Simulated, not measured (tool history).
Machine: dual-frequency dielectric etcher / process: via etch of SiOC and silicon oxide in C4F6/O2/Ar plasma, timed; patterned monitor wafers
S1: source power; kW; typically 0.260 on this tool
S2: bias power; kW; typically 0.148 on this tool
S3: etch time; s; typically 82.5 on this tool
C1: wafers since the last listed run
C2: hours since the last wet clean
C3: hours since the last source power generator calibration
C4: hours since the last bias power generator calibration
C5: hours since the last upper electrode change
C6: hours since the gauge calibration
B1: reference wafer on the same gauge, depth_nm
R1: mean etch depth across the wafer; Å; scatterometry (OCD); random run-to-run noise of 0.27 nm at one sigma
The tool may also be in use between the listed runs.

run 1 day=0.000 | S1=0.260 S2=0.148 S3=82.5 | C1=0 C2=492.3 C3=1384.2 C4=1444.0 C5=5206.4 C6=938.1 | B1=64.3 | R1=728
-- day=2.692 wet clean of the chamber
run 2 day=3.150 | S1=0.260 S2=0.148 S3=82.5 | C1=541 C2=11.0 C3=1459.8 C4=1519.6 C5=5282.0 C6=1013.7 | B1=64.2 | R1=741
-- day=5.200 gauge calibrated
run 3 day=7.325 | S1=0.260 S2=0.148 S3=82.5 | C1=1052 C2=111.2 C3=1560.0 C4=1619.8 C5=5382.2 C6=51.0 | B1=64.3 | R1=732
run 4 day=10.471 | S1=0.280 S2=0.148 S3=82.5 | C1=792 C2=186.7 C3=1635.5 C4=1695.3 C5=5457.7 C6=126.5 | B1=64.3 | R1=757
run 5 day=14.192 | S1=0.260 S2=0.148 S3=82.5 | C1=937 C2=276.0 C3=1724.8 C4=1784.6 C5=5547.0 C6=215.8 | B1=64.3 | R1=728
run 6 day=16.075 | S1=0.260 S2=0.148 S3=82.5 | C1=474 C2=321.2 C3=1770.0 C4=1829.8 C5=5592.2 C6=261.0 | B1=64.3 | R1=728
run 7 day=18.021 | S1=0.260 S2=0.148 S3=82.5 | C1=490 C2=367.9 C3=1816.7 C4=1876.5 C5=5638.9 C6=307.7 | B1=64.3 | R1=732
-- day=18.271 source power generator calibrated
run 8 day=20.596 | S1=0.260 S2=0.148 S3=82.5 | C1=607 C2=429.7 C3=55.8 C4=1938.3 C5=5700.7 C6=369.5 | B1=64.2 | R1=706
run 9 day=24.071 | S1=0.260 S2=0.148 S3=82.5 | C1=875 C2=513.1 C3=139.2 C4=2021.7 C5=5784.1 C6=452.9 | B1=64.4 | R1=712
-- day=26.517 wet clean of the chamber
run 10 day=26.538 | S1=0.260 S2=0.170 S3=106.5 | C1=369 C2=0.5 C3=198.4 C4=2080.9 C5=5843.3 C6=512.1 | B1=64.3 | R1=1005
-- day=27.167 bias power generator calibrated
-- day=28.700 upper electrode replaced
run 11 day=31.925 | S1=0.220 S2=0.135 S3=82.5 | C1=1063 C2=129.8 C3=327.7 C4=114.2 C5=77.4 C6=641.4 | B1=64.3 | R1=644
run 12 day=35.404 | S1=0.260 S2=0.117 S3=103.0 | C1=876 C2=213.3 C3=411.2 C4=197.7 C5=160.9 C6=724.9 | B1=64.4 | R1=811
run 13 day=39.788 | S1=0.260 S2=0.148 S3=82.5 | C1=1104 C2=318.5 C3=516.4 C4=302.9 C5=266.1 C6=830.1 | B1=64.3 | R1=723
run 14 day=42.550 | S1=0.280 S2=0.136 S3=106.5 | C1=696 C2=384.8 C3=582.7 C4=369.2 C5=332.4 C6=896.4 | B1=64.3 | R1=931
-- day=45.154 gauge calibrated
run 15 day=47.021 | S1=0.260 S2=0.148 S3=82.5 | C1=1126 C2=492.1 C3=690.0 C4=476.5 C5=439.7 C6=44.8 | B1=64.3 | R1=721
-- day=50.996 wet clean of the chamber
run 16 day=51.017 | S1=0.260 S2=0.148 S3=82.5 | C1=755 C2=0.5 C3=785.9 C4=572.4 C5=535.6 C6=140.7 | B1=64.3 | R1=737
run 17 day=53.804 | S1=0.230 S2=0.148 S3=82.5 | C1=702 C2=67.4 C3=852.8 C4=639.3 C5=602.5 C6=207.6 | B1=64.3 | R1=695
run 18 day=57.529 | S1=0.260 S2=0.137 S3=60.0 | C1=938 C2=156.8 C3=942.2 C4=728.7 C5=691.9 C6=297.0 | B1=64.3 | R1=510

Branching from run 18: 5 alternative next runs. What would each branch give?
run A day=57.546 | S1=0.260 S2=0.148 S3=82.5 | C1=4 C2=157.2 C3=942.6 C4=729.1 C5=692.3 C6=297.4 | B1=? | R1=?
run B day=57.546 | S1=0.260 S2=0.128 S3=82.5 | C1=4 C2=157.2 C3=942.6 C4=729.1 C5=692.3 C6=297.4 | B1=? | R1=?
run C day=57.546 | S1=0.290 S2=0.135 S3=99.5 | C1=4 C2=157.2 C3=942.6 C4=729.1 C5=692.3 C6=297.4 | B1=? | R1=?
run D day=57.546 | S1=0.260 S2=0.112 S3=74.5 | C1=4 C2=157.2 C3=942.6 C4=729.1 C5=692.3 C6=297.4 | B1=? | R1=?
run E day=57.546 | S1=0.260 S2=0.117 S3=71.5 | C1=4 C2=157.2 C3=942.6 C4=729.1 C5=692.3 C6=297.4 | B1=? | R1=?

run=A B1=64.4 R1=733
run=B B1=64.4 R1=683
run=C B1=64.4 R1=888
run=D B1=64.4 R1=576
run=E B1=64.4 R1=565
Stripped of hidden state, with their random variation kept, the same runs would have yielded:
run=A R1=729
run=B R1=678
run=C R1=882
run=D R1=572
run=E R1=561
